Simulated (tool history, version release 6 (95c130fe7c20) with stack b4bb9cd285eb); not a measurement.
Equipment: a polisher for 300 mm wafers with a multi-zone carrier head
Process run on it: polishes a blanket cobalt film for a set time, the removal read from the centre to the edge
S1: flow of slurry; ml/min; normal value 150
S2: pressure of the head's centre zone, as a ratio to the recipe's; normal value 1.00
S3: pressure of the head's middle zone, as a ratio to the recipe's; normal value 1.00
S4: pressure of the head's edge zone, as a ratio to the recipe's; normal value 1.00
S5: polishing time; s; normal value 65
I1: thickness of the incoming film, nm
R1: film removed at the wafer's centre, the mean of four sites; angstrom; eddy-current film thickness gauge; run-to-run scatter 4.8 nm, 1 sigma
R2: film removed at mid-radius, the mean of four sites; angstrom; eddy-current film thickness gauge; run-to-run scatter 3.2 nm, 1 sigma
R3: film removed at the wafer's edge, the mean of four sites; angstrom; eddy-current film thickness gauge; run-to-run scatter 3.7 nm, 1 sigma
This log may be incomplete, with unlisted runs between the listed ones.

run,hour,S1,S2,S3,S4,S5,I1,R1,R2,R3
1,0.0,150,1.00,1.00,1.00,65,1518.0,2728,2863,3088
# hour 12.9: slurry nozzle cleaned
2,13.5,150,1.00,1.00,1.00,48,1541.7,2426,2434,2493
# hour 25.8: worn pad replaced by a new one
3,31.9,150,1.00,1.00,1.00,75,1542.0,3700,3803,3886
4,48.8,150,1.00,1.00,1.00,75,1521.3,3759,3832,3910
5,66.2,150,1.00,1.00,1.00,75,1547.5,3804,3808,3826
6,98.4,150,1.00,1.00,1.00,65,1532.5,3263,3277,3365
7,118.5,150,1.00,1.00,0.94,65,1486.9,3151,3197,3236
8,138.0,150,1.00,1.00,0.94,65,1515.4,3222,3222,3232
9,160.2,150,1.00,1.00,1.00,65,1543.3,3129,3165,3320
# hour 169.8: worn pad replaced by a new one
10,200.5,150,1.00,1.00,1.11,85,1507.6,4022,4111,4490
# hour 233.3: centre zone pressure recalibrated
11,234.5,150,1.00,1.00,1.00,65,1541.5,2934,2988,3198
# hour 242.8: edge zone pressure recalibrated
12,255.0,150,0.89,0.91,0.96,53,1516.5,2031,2213,2474
# hour 260.1: carrier head's membrane replaced by a new one
# hour 269.6: slurry nozzle cleaned
13,276.0,115,1.07,0.89,1.00,65,1506.5,3196,2785,3191
# hour 289.2: worn pad replaced by a new one
14,315.0,150,1.00,1.00,1.00,65,1530.6,3279,3259,3375
15,348.9,150,1.00,1.10,1.00,76,1503.7,3721,4220,3961
16,362.1,150,1.04,1.00,0.90,65,1538.3,3296,3233,3177

What would each run have given without the hidden state, its run-to-run variation left as it was?
The hidden state here: removal rate lost through wear of the pad, %; slurry flow missing at the pad, %; deviation of the centre zone's pressure from its setpoint, %; deviation of the edge zone's pressure from its setpoint, %.
run,R1,R2,R3
1,3252,3334,3426
2,2439,2445,2501
3,3721,3822,3900
4,3786,3856,3927
5,3840,3840,3848
6,3316,3324,3399
7,3222,3261,3282
8,3320,3309,3294
9,3262,3283,3406
10,4317,4374,4689
11,3271,3286,3416
12,2340,2503,2693
13,3227,2809,3210
14,3313,3289,3397
15,3784,4283,4003
16,3365,3292,3218
